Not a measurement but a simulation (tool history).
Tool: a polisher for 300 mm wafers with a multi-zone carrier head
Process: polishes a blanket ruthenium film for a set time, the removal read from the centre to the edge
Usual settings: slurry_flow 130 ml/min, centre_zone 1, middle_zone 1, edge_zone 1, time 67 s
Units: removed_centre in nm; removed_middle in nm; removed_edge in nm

run	day	slurry_flow	centre_zone	middle_zone	edge_zone	time	incoming thickness of the incoming film, nm	removed_centre	removed_middle	removed_edge
1	0	145	1	1	1	67	320.1	62.1	63.5	62.7
2	1.521	145	1	1	1	67	323.1	62.4	64.2	63.7
3	3.812	145	1	1	1	67	316.6	62.7	61.7	63.3
# day 4.508: edge zone pressure recalibrated
# day 6.112: slurry nozzle cleaned
4	6.962	130	1	1	1	67	315.1	61.4	63.5	62.8
# day 7.529: worn pad replaced by a new one
5	16.508	130	1	1	1	67	321.1	61.4	61.3	62.1
# day 18.754: worn pad replaced by a new one
6	19.296	130	1	1	1	67	323.1	61.5	62.1	62.6
# day 20.425: edge zone pressure recalibrated
7	22.767	130	1	1	1.03	67	322.9	62.2	62.9	63
8	25.704	130	1	1	1.03	67	318.5	62	63.6	63.1
9	28.383	130	0.95	1	0.9	67	321	58.1	62.6	61.6
# day 30.446: worn pad replaced by a new one
# day 30.45: centre zone pressure recalibrated
10	34.338	130	0.97	1.06	1	67	324.8	59.1	64.9	62.9
# day 34.579: carrier head's membrane replaced by a new one
# day 34.775: slurry nozzle cleaned
11	36.8	130	1.08	1	1	49	319	48.4	45.4	46
# day 39.25: edge zone pressure recalibrated
12	39.346	145	1	0.97	1	67	324	61.9	61.8	63.9
# day 41.121: worn pad replaced by a new one
13	43.288	95	1	1	1.06	67	318.8	56.7	58.8	60.9
14	47.429	160	0.95	1	1	67	321.2	60.4	63.7	64.4
# day 51.008: worn pad replaced by a new one
15	51.029	130	1	1	1	67	320.3	61.4	63.3	62.4

Forecast run 16:
16	54.725	130	1	1	1	67	321.7	?	?	?

Run 16 gave removed_centre 61.5 nm, removed_middle 61.9 nm, removed_edge 62.8 nm.
Without the tool's hidden state the same run would have given removed_centre 61.5 nm, removed_middle 61.9 nm, removed_edge 62.8 nm.
